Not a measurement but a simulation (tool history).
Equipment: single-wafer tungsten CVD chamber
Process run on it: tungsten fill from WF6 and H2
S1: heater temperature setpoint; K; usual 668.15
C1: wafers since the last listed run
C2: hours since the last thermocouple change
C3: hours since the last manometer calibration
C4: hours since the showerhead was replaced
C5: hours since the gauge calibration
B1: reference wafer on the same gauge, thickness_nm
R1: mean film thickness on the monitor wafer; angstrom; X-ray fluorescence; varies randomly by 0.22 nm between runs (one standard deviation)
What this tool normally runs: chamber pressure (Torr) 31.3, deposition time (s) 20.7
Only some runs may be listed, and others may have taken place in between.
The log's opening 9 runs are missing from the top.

run 10 hour=113.3 | S1=668.15 chamber_pressure_(Torr)=31.3 deposition_time_(s)=20.7 | C1=77 C2=2033.5 C3=3.2 C4=8529.4 C5=430.9 | B1=64.483 | R1=617.54
run 11 hour=124.7 | S1=668.15 chamber_pressure_(Torr)=31.3 deposition_time_(s)=20.7 | C1=326 C2=2044.9 C3=14.6 C4=8540.8 C5=442.3 | B1=64.47 | R1=618.82
run 12 hour=139.4 | S1=668.15 chamber_pressure_(Torr)=31.3 deposition_time_(s)=20.7 | C1=420 C2=2059.6 C3=29.3 C4=8555.5 C5=457 | B1=64.506 | R1=615.95
run 13 hour=156.3 | S1=668.15 chamber_pressure_(Torr)=31.3 deposition_time_(s)=20.7 | C1=483 C2=2076.5 C3=46.2 C4=8572.4 C5=473.9 | B1=64.538 | R1=618.27
run 14 hour=167.4 | S1=668.15 chamber_pressure_(Torr)=31.3 deposition_time_(s)=20.7 | C1=317 C2=2087.6 C3=57.3 C4=8583.5 C5=485 | B1=64.527 | R1=619.42
run 15 hour=183.7 | S1=668.15 chamber_pressure_(Torr)=31.3 deposition_time_(s)=20.7 | C1=466 C2=2103.9 C3=73.6 C4=8599.8 C5=501.3 | B1=64.452 | R1=617.9
run 16 hour=200.7 | S1=668.15 chamber_pressure_(Torr)=31.3 deposition_time_(s)=20.7 | C1=486 C2=2120.9 C3=90.6 C4=8616.8 C5=518.3 | B1=64.394 | R1=616.49
run 17 hour=217.7 | S1=677.15 chamber_pressure_(Torr)=31.3 deposition_time_(s)=16.6 | C1=486 C2=2137.9 C3=107.6 C4=8633.8 C5=535.3 | B1=64.55 | R1=573.73
run 18 hour=228.5 | S1=668.15 chamber_pressure_(Torr)=28.2 deposition_time_(s)=20.7 | C1=309 C2=2148.7 C3=118.4 C4=8644.6 C5=546.1 | B1=64.539 | R1=585.52
run 19 hour=238.7 | S1=679.15 chamber_pressure_(Torr)=31.3 deposition_time_(s)=20.7 | C1=291 C2=2158.9 C3=128.6 C4=8654.8 C5=556.3 | B1=64.513 | R1=741.43
-- hour=244.2 gauge calibrated
-- hour=249 showerhead replaced, of another model than before
run 20 hour=249.5 | S1=668.15 chamber_pressure_(Torr)=31.3 deposition_time_(s)=20.7 | C1=80 C2=2169.7 C3=139.4 C4=0.5 C5=5.3 | B1=64.555 | R1=622.88
-- hour=268.9 thermocouple changed; heater temperature recalibrated
run 21 hour=269.4 | S1=668.15 chamber_pressure_(Torr)=34.6 deposition_time_(s)=20.7 | C1=340 C2=0.5 C3=159.3 C4=20.4 C5=25.2 | B1=64.458 | R1=578.24
run 22 hour=273.6 | S1=668.15 chamber_pressure_(Torr)=31.3 deposition_time_(s)=20.7 | C1=120 C2=4.7 C3=163.5 C4=24.6 C5=29.4 | B1=64.488 | R1=551.4
run 23 hour=284.4 | S1=678.15 chamber_pressure_(Torr)=24.8 deposition_time_(s)=21.8 | C1=309 C2=15.5 C3=174.3 C4=35.4 C5=40.2 | B1=64.6 | R1=626.78
run 24 hour=299.2 | S1=668.15 chamber_pressure_(Torr)=31.3 deposition_time_(s)=23.2 | C1=423 C2=30.3 C3=189.1 C4=50.2 C5=55 | B1=64.53 | R1=622.24
run 25 hour=315.6 | S1=668.15 chamber_pressure_(Torr)=31.3 deposition_time_(s)=20.7 | C1=469 C2=46.7 C3=205.5 C4=66.6 C5=71.4 | B1=64.539 | R1=552.02
run 26 hour=323 | S1=672.15 chamber_pressure_(Torr)=34.5 deposition_time_(s)=24.3 | C1=211 C2=54.1 C3=212.9 C4=74 C5=78.8 | B1=64.445 | R1=720.41
run 27 hour=339.3 | S1=681.15 chamber_pressure_(Torr)=31.3 deposition_time_(s)=24.1 | C1=466 C2=70.4 C3=229.2 C4=90.3 C5=95.1 | B1=64.477 | R1=795
run 28 hour=352.2 | S1=668.15 chamber_pressure_(Torr)=34.9 deposition_time_(s)=16.7 | C1=369 C2=83.3 C3=242.1 C4=103.2 C5=108 | B1=64.437 | R1=467.78
run 29 hour=362.8 | S1=668.15 chamber_pressure_(Torr)=31.3 deposition_time_(s)=20.7 | C1=303 C2=93.9 C3=252.7 C4=113.8 C5=118.6 | B1=64.421 | R1=554.11

Run 30, settings as shown, results not yet in. Your forecast:
run 30 hour=378.1 | S1=663.15 chamber_pressure_(Torr)=31.3 deposition_time_(s)=22.4 | C1=437 C2=109.2 C3=268 C4=129.1 C5=133.9 | B1=? | R1=?

Run 30 yielded B1 64.502, R1 554.54 angstrom.
If the tool had no hidden condition, the same run with the same run-to-run variation would have returned R1 562.35 angstrom.
